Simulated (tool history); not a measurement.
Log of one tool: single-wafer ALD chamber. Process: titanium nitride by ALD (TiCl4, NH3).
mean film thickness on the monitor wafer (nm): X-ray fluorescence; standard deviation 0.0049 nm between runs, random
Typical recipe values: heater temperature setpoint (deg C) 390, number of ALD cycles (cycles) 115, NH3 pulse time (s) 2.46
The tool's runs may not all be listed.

| run | hour | heater temperature setpoint (deg C) | number of ALD cycles (cycles) | NH3 pulse time (s) | wafers since the last listed run | hours since the last thermocouple change | hours since the showerhead was replaced | hours since the gauge calibration | read-back reference wafer on the same gauge, thickness_nm | mean film thickness on the monitor wafer (nm) |
|---|---|---|---|---|---|---|---|---|---|---|
| 1 | 0 | 382 | 130 | 2.46 | 0 | 2116.9 | 4851.5 | 351.9 | 2.04 | 2.471 |
| 2 | 51 | 382 | 130 | 2.46 | 124 | 2167.9 | 4902.5 | 402.9 | 2.04 | 2.455 |
| 3 | 64.9 | 382 | 130 | 2.46 | 34 | 2181.8 | 4916.4 | 416.8 | 2.04 | 2.46 |
| 4 | 97 | 390 | 115 | 2.46 | 78 | 2213.9 | 4948.5 | 448.9 | 2.04 | 2.192 |
| 5 | 132.7 | 390 | 115 | 2.46 | 87 | 2249.6 | 4984.2 | 484.6 | 2.04 | 2.191 |
| 6 | 158.6 | 390 | 115 | 2.46 | 63 | 2275.5 | 5010.1 | 510.5 | 2.039 | 2.193 |
| 7 | 173 | 390 | 115 | 2.46 | 35 | 2289.9 | 5024.5 | 524.9 | 2.04 | 2.206 |
| 8 | 207.4 | 390 | 115 | 2.46 | 84 | 2324.3 | 5058.9 | 559.3 | 2.041 | 2.185 |
| 9 | 234.9 | 390 | 115 | 2.46 | 67 | 2351.8 | 5086.4 | 586.8 | 2.039 | 2.192 |
| 10 | 261.9 | 390 | 115 | 2.46 | 66 | 2378.8 | 5113.4 | 613.8 | 2.04 | 2.198 |
|  | 292.7 | showerhead replaced |
| 11 | 293.2 | 390 | 115 | 2.46 | 57 | 2410.1 | 0.5 | 645.1 | 2.039 | 2.194 |
| 12 | 305.2 | 390 | 115 | 2.46 | 29 | 2422.1 | 12.5 | 657.1 | 2.041 | 2.196 |
| 13 | 331 | 390 | 115 | 2.46 | 63 | 2447.9 | 38.3 | 682.9 | 2.041 | 2.205 |
| 14 | 363.6 | 390 | 102 | 2.46 | 79 | 2480.5 | 70.9 | 715.5 | 2.041 | 1.945 |
| 15 | 398.6 | 390 | 115 | 2.06 | 85 | 2515.5 | 105.9 | 750.5 | 2.039 | 2.172 |
| 16 | 422.7 | 398 | 129 | 1.69 | 59 | 2539.6 | 130 | 774.6 | 2.038 | 2.418 |
| 17 | 450.8 | 405 | 135 | 2.46 | 68 | 2567.7 | 158.1 | 802.7 | 2.04 | 2.599 |
| 18 | 482.1 | 390 | 115 | 2.46 | 76 | 2599 | 189.4 | 834 | 2.041 | 2.2 |
| 19 | 506.4 | 390 | 95 | 2.46 | 59 | 2623.3 | 213.7 | 858.3 | 2.04 | 1.811 |
| 20 | 538.4 | 401 | 133 | 1.87 | 78 | 2655.3 | 245.7 | 890.3 | 2.041 | 2.528 |
|  | 539.5 | gauge calibrated |
| 21 | 562.9 | 398 | 115 | 2.46 | 60 | 2679.8 | 270.2 | 23.4 | 2.038 | 2.207 |
|  | 596.4 | thermocouple changed; heater temperature recalibrated |
| 22 | 666.3 | 390 | 115 | 2.85 | 233 | 69.9 | 373.6 | 126.8 | 2.041 | 2.215 |
| 23 | 697.8 | 383 | 134 | 2.88 | 77 | 101.4 | 405.1 | 158.3 | 2.039 | 2.558 |
| 24 | 715.2 | 402 | 97 | 2.46 | 42 | 118.8 | 422.5 | 175.7 | 2.04 | 1.868 |
| 25 | 733.1 | 380 | 97 | 2.46 | 43 | 136.7 | 440.4 | 193.6 | 2.04 | 1.834 |
| 26 | 755.8 | 390 | 115 | 2.46 | 55 | 159.4 | 463.1 | 216.3 | 2.039 | 2.191 |
| 27 | 781.5 | 376 | 106 | 3.06 | 62 | 185.1 | 488.8 | 242 | 2.039 | 2.028 |
| 28 | 813.4 | 390 | 115 | 2.46 | 78 | 217 | 520.7 | 273.9 | 2.041 | 2.203 |
| 29 | 846.1 | 380 | 115 | 2.46 | 80 | 249.7 | 553.4 | 306.6 | 2.04 | 2.184 |
| 30 | 879.3 | 378 | 107 | 2.46 | 81 | 282.9 | 586.6 | 339.8 | 2.04 | 2.017 |
| 31 | 906.4 | 390 | 115 | 3.37 | 66 | 310 | 613.7 | 366.9 | 2.041 | 2.23 |
| 32 | 937.1 | 390 | 115 | 2.46 | 75 | 340.7 | 644.4 | 397.6 | 2.04 | 2.202 |
| 33 | 967.2 | 390 | 125 | 2.46 | 73 | 370.8 | 674.5 | 427.7 | 2.04 | 2.382 |
| 34 | 997.3 | 381 | 122 | 2.46 | 73 | 400.9 | 704.6 | 457.8 | 2.04 | 2.313 |
| 35 | 1019.6 | 383 | 93 | 1.74 | 54 | 423.2 | 726.9 | 480.1 | 2.041 | 1.71 |
| 36 | 1046 | 390 | 115 | 1.88 | 64 | 449.6 | 753.3 | 506.5 | 2.04 | 2.16 |
| 37 | 1068 | 390 | 115 | 2.46 | 53 | 471.6 | 775.3 | 528.5 | 2.04 | 2.193 |
| 38 | 1095 | 390 | 115 | 2.46 | 66 | 498.6 | 802.3 | 555.5 | 2.04 | 2.192 |
| 39 | 1113.4 | 379 | 127 | 1.86 | 45 | 517 | 820.7 | 573.9 | 2.041 | 2.347 |

What if the next run were any one of these 5? Each begins from the tool's condition after run 39:
| A | 1114.1 | 390 | 115 | 2.46 | 1 | 517.7 | 821.4 | 574.6 | ? | ? |
| B | 1114.1 | 403 | 94 | 1.83 | 1 | 517.7 | 821.4 | 574.6 | ? | ? |
| C | 1114.1 | 376 | 137 | 1.53 | 1 | 517.7 | 821.4 | 574.6 | ? | ? |
| D | 1114.1 | 390 | 99 | 3.14 | 1 | 517.7 | 821.4 | 574.6 | ? | ? |
| E | 1114.1 | 376 | 97 | 2.46 | 1 | 517.7 | 821.4 | 574.6 | ? | ? |

| run | read-back reference wafer on the same gauge, thickness_nm | mean film thickness on the monitor wafer (nm) |
|---|---|---|
| A | 2.04 | 2.2 |
| B | 2.04 | 1.788 |
| C | 2.04 | 2.474 |
| D | 2.04 | 1.917 |
| E | 2.04 | 1.833 |
What these runs would have given with no unlogged condition in the tool:
| run | mean film thickness on the monitor wafer (nm) |
|---|---|
| A | 2.2 |
| B | 1.788 |
| C | 2.474 |
| D | 1.917 |
| E | 1.833 |
